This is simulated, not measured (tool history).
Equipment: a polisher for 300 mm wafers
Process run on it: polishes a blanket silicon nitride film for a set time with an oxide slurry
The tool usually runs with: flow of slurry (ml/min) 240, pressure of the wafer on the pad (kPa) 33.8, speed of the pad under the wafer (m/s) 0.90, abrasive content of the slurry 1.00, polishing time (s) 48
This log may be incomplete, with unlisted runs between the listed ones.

run   hour  flow of slurry (ml/min)  pressure of the wafer on the pad (kPa)  speed of the pad under the wafer (m/s)  abrasive content of the slurry  polishing time (s)  wafers since the last listed run  wafers polished on this pad  hours since the slurry nozzle was cleaned  hours since the head pressure was calibrated  hours since the slurry blender was calibrated  hours since the conditioning disc was replaced  incoming thickness of the incoming film, nm  film removed (nm)
  1    0.0                      240                                    30.3                                    0.90                            0.90                  48                                 0                         1172                                       27.4                                         353.7                                            6.7                                            37.1                                        579.9               26.9
  2   31.4                      240                                    30.3                                    0.90                            0.90                  48                               360                         1533                                       58.8                                         385.1                                           38.1                                            68.5                                        575.6               26.2
  3   51.0                      240                                    33.8                                    0.64                            1.00                  48                               225                         1758                                       78.4                                         404.7                                           57.7                                            88.1                                        580.6               24.5
  4   69.7                      240                                    22.1                                    0.68                            1.00                  63                               214                         1973                                       97.1                                         423.4                                           76.4                                           106.8                                        576.6               21.6
     127.8  -- worn pad replaced by a new one, of another model than before
  5  135.1                      160                                    33.8                                    0.90                            1.10                  41                               705                           84                                      162.5                                         488.8                                          141.8                                           172.2                                        575.1               26.4
  6  148.5                      240                                    40.0                                    0.90                            0.70                  48                               153                          238                                      175.9                                         502.2                                          155.2                                           185.6                                        584.0               26.4
  7  166.7                      240                                    33.8                                    0.90                            1.00                  48                               208                          447                                      194.1                                         520.4                                          173.4                                           203.8                                        576.8               30.4
  8  179.2                      300                                    33.8                                    0.76                            1.00                  48                               143                          590                                      206.6                                         532.9                                          185.9                                           216.3                                        583.2               29.0
  9  195.4                      240                                    26.9                                    0.82                            1.00                  59                               186                          776                                      222.8                                         549.1                                          202.1                                           232.5                                        586.0               31.4
     204.8  -- slurry blender recalibrated
 10  221.8                      240                                    33.8                                    0.98                            0.90                  48                               280                         1056                                      249.2                                         575.5                                           17.0                                           258.9                                        574.4               29.7
 11  236.4                      275                                    33.8                                    0.90                            1.00                  48                               167                         1224                                      263.8                                         590.1                                           31.6                                           273.5                                        582.6               31.2
     241.5  -- conditioning disc replaced and pad reconditioned
 12  257.9                      290                                    44.1                                    1.18                            1.30                  48                               223                         1448                                      285.3                                         611.6                                           53.1                                            16.4                                        576.9               48.8
 13  272.6                      240                                    33.8                                    0.90                            1.00                  48                               168                         1617                                      300.0                                         626.3                                           67.8                                            31.1                                        586.2               31.2
     277.2  -- head pressure recalibrated
 14  302.0                      240                                    29.0                                    0.90                            1.00                  39                               314                         1931                                      329.4                                          24.8                                           97.2                                            60.5                                        580.0               23.9
 15  320.0                      240                                    33.8                                    0.90                            1.00                  48                               206                         2138                                      347.4                                          42.8                                          115.2                                            78.5                                        588.1               31.0
     338.5  -- worn pad replaced by a new one
 16  355.8                      240                                    41.4                                    0.90                            0.80                  48                               365                          198                                      383.2                                          78.6                                          151.0                                           114.3                                        592.0               29.5
 17  376.6                      240                                    33.8                                    0.90                            0.85                  34                               238                          437                                      404.0                                          99.4                                          171.8                                           135.1                                        583.0               19.6
 18  406.0                      240                                    25.5                                    0.90                            1.00                  48                               337                          774                                      433.4                                         128.8                                          201.2                                           164.5                                        586.8               26.5
 19  432.4                      295                                    33.8                                    0.90                            1.00                  48                               303                         1078                                      459.8                                         155.2                                          227.6                                           190.9                                        577.6               30.8
     462.0  -- slurry blender recalibrated
 20  466.7                      240                                    33.8                                    1.10                            1.00                  48                               370                         1448                                      494.1                                         189.5                                            4.7                                           225.2                                        580.0               32.9
 21  486.0                      240                                    33.8                                    0.90                            1.00                  48                               221                         1670                                      513.4                                         208.8                                           24.0                                           244.5                                        583.6               30.2
 22  515.8                      240                                    33.8                                    1.12                            1.00                  48                               342                         2012                                      543.2                                         238.6                                           53.8                                           274.3                                        577.0               32.9
 23  541.1                      205                                    39.3                                    0.70                            1.00                  61                               290                         2303                                      568.5                                         263.9                                           79.1                                           299.6                                        579.7               37.3

What will run 24 give?
     548.1  -- conditioning disc replaced and pad reconditioned
 24  562.7                      265                                    33.8                                    1.08                            1.00                  48                               225                         2528                                      590.1                                         285.5                                          100.7                                            14.6                                        580.2                  ?

{"run 24": {"film removed (nm)": 35.7}}
Were there no unlogged condition in the tool, this run, its random variation unchanged, would have produced film removed (nm) 36.5.

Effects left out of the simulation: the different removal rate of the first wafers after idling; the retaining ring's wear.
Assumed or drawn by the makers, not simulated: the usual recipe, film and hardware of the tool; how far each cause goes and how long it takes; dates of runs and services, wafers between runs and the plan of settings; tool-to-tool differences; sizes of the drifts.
